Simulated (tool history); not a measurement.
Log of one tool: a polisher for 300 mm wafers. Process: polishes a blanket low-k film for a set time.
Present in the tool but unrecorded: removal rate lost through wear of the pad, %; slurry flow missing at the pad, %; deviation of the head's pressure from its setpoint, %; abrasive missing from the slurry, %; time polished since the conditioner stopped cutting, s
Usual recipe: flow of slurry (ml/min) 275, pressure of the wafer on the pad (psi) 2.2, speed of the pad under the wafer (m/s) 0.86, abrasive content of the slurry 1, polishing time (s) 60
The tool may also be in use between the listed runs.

run    hour  flow of slurry (ml/min)  pressure of the wafer on the pad (psi)  speed of the pad under the wafer (m/s)  abrasive content of the slurry  polishing time (s)  wafers since the last listed run  wafers polished on this pad  hours since the slurry nozzle was cleaned  hours since the head pressure was calibrated  hours since the slurry blender was calibrated  hours since the conditioning disc was replaced  incoming thickness of the incoming film, nm  film removed (Å)
  1       0                      275                                     2.2                                    0.86                               1                  60                                 0                            6                                       96.2                                         711.8                                          175.5                                           272.1                                        583.3               198
       27.1  -- conditioning disc replaced and pad reconditioned
  2    35.4                      275                                     2.2                                    0.86                               1                  60                               465                          472                                      131.6                                         747.2                                          210.9                                             8.3                                        579.8               199
  3    98.6                      275                                     2.2                                    0.86                               1                  60                               881                         1353                                      194.8                                         810.4                                          274.1                                            71.5                                        570.7               192
      146.3  -- slurry nozzle cleaned
  4   166.5                      275                                     2.2                                    0.86                               1                  60                               932                         2286                                       20.2                                         878.3                                            342                                           139.4                                        583.5               181
  5   207.7                      275                                     2.2                                    0.86                               1                  60                               574                         2860                                       61.4                                         919.5                                          383.2                                           180.6                                        582.2               186
      217.8  -- slurry blender recalibrated
      249.1  -- worn pad replaced by a new one
      261.9  -- conditioning disc replaced and pad reconditioned
  6   271.6                      275                                     2.2                                    0.86                               1                  60                               779                          285                                      125.3                                         983.4                                           53.8                                             9.7                                        578.9               203
  7   307.3                      275                                     2.2                                    0.86                               1                  60                               497                          782                                        161                                        1019.1                                           89.5                                            45.4                                        583.8               198
  8     357                      275                                     2.2                                    0.86                               1                  60                               692                         1475                                      210.7                                        1068.8                                          139.2                                            95.1                                        578.3               198
      373.5  -- slurry nozzle cleaned
  9   402.7                      275                                     2.2                                    0.86                               1                  60                               623                         2098                                       29.2                                        1114.5                                          184.9                                           140.8                                          574               194
 10   431.2                      275                                     2.2                                    0.86                               1                  60                               397                         2496                                       57.7                                          1143                                          213.4                                           169.3                                        581.8               196
      479.7  -- worn pad replaced by a new one
 11   485.1                      275                                     2.2                                    0.86                               1                  60                               695                           75                                      111.6                                        1196.9                                          267.3                                           223.2                                        572.5               192
      524.7  -- conditioning disc replaced and pad reconditioned
 12   525.1                      275                                     2.2                                    0.86                               1                  60                               529                          605                                      151.6                                        1236.9                                          307.3                                             0.4                                        579.9               193
 13   594.1                      345                                     2.2                                    0.86                             0.9                  60                               961                         1567                                      220.6                                        1305.9                                          376.3                                            69.4                                        578.6               176
      624.1  -- head pressure recalibrated
 14   642.8                      275                                     2.2                                    0.68                               1                  53                               651                         2218                                      269.3                                          18.7                                            425                                           118.1                                        569.8               138
      674.9  -- slurry nozzle cleaned
      687.7  -- slurry blender recalibrated
      724.9  -- worn pad replaced by a new one
 15   768.2                      275                                     2.2                                    0.86                             1.2                  80                              1650                          602                                       93.3                                         144.1                                           80.5                                           243.5                                        590.9               303
      773.6  -- conditioning disc replaced and pad reconditioned
 16   806.1                      190                                     2.2                                    0.86                               1                  60                               500                         1103                                      131.2                                           182                                          118.4                                            32.5                                        579.8               193
 17     860                      275                                     2.2                                    0.86                               1                  43                               751                         1854                                      185.1                                         235.9                                          172.3                                            86.4                                        591.5               143
 18   893.8                      325                                     2.2                                     0.7                               1                  60                               471                         2326                                      218.9                                         269.7                                          206.1                                           120.2                                        586.5               171
      900.9  -- slurry nozzle cleaned
 19   919.7                      275                                     2.7                                    0.86                               1                  45                               347                         2673                                       18.8                                         295.6                                            232                                           146.1                                        580.3               173
 20   946.7                      275                                     2.2                                     0.6                               1                  60                               376                         3049                                       45.8                                         322.6                                            259                                           173.1                                        581.9               153
     1000.4  -- worn pad replaced by a new one
     1068.1  -- conditioning disc replaced and pad reconditioned
     1097.3  -- slurry blender recalibrated
 21  1132.9                      275                                     2.2                                    0.86                               1                  60                              2484                         1791                                        232                                         508.8                                           35.6                                            64.8                                        578.6               208
     1202.6  -- slurry nozzle cleaned
 22  1203.1                      275                                     2.2                                    0.96                             0.8                  74                               964                         2756                                        0.5                                           579                                          105.8                                             135                                        581.2               239
 23  1238.3                      275                                     2.2                                    0.86                             0.7                  60                               490                         3246                                       35.7                                         614.2                                            141                                           170.2                                        572.5               159
       1290  -- worn pad replaced by a new one
 24  1290.5                      345                                     2.2                                    0.86                             0.9                  60                               671                            7                                       87.9                                         666.4                                          193.2                                           222.4                                        572.8               184

What differs in the tool's unlogged condition from the final listed run ahead of each entry between runs to the first listed run following it?
Between runs 1 and 2: conditioning disc replaced and pad reconditioned (hour 27.1)
  abrasive missing from the slurry, %: 10 -> 11.6
  measured minus no-state result, film removed (Å): -11 -> -14
Between runs 3 and 4: slurry nozzle cleaned (hour 146.3)
  abrasive missing from the slurry, %: 14.4 -> 17.5
  measured minus no-state result, film removed (Å): -17 -> -20
Between runs 5 and 6: slurry blender recalibrated (hour 217.8); worn pad replaced by a new one (hour 249.1); conditioning disc replaced and pad reconditioned (hour 261.9)
  abrasive missing from the slurry, %: 19.3 -> 4.7
  measured minus no-state result, film removed (Å): -24 -> -5
Between runs 8 and 9: slurry nozzle cleaned (hour 373.5)
  abrasive missing from the slurry, %: 8.54 -> 10.6
  measured minus no-state result, film removed (Å): -9 -> -12
Between runs 10 and 11: worn pad replaced by a new one (hour 479.7)
  abrasive missing from the slurry, %: 11.9 -> 14.3
  measured minus no-state result, film removed (Å): -13 -> -17
Between runs 11 and 12: conditioning disc replaced and pad reconditioned (hour 524.7)
  abrasive missing from the slurry, %: 14.3 -> 16.1
  measured minus no-state result, film removed (Å): -17 -> -19
Between runs 13 and 14: head pressure recalibrated (hour 624.1)
  abrasive missing from the slurry, %: 19.2 -> 21.4
  measured minus no-state result, film removed (Å): -23 -> -20
Between runs 14 and 15: slurry nozzle cleaned (hour 674.9); slurry blender recalibrated (hour 687.7); worn pad replaced by a new one (hour 724.9)
  abrasive missing from the slurry, %: 21.4 -> 4.22
  measured minus no-state result, film removed (Å): -20 -> -6
Between runs 15 and 16: conditioning disc replaced and pad reconditioned (hour 773.6)
  abrasive missing from the slurry, %: 4.22 -> 5.92
  measured minus no-state result, film removed (Å): -6 -> -6
Between runs 18 and 19: slurry nozzle cleaned (hour 900.9)
  abrasive missing from the slurry, %: 9.87 -> 11
  measured minus no-state result, film removed (Å): -10 -> -12
Between runs 20 and 21: worn pad replaced by a new one (hour 1000.4); conditioning disc replaced and pad reconditioned (hour 1068.1); slurry blender recalibrated (hour 1097.3)
  abrasive missing from the slurry, %: 12.2 -> 2.23
  measured minus no-state result, film removed (Å): -11 -> -2
Between runs 21 and 22: slurry nozzle cleaned (hour 1202.6)
  abrasive missing from the slurry, %: 2.23 -> 5.39
  measured minus no-state result, film removed (Å): -2 -> -8
Between runs 23 and 24: worn pad replaced by a new one (hour 1290)
  abrasive missing from the slurry, %: 6.97 -> 9.32
  measured minus no-state result, film removed (Å): -8 -> -11

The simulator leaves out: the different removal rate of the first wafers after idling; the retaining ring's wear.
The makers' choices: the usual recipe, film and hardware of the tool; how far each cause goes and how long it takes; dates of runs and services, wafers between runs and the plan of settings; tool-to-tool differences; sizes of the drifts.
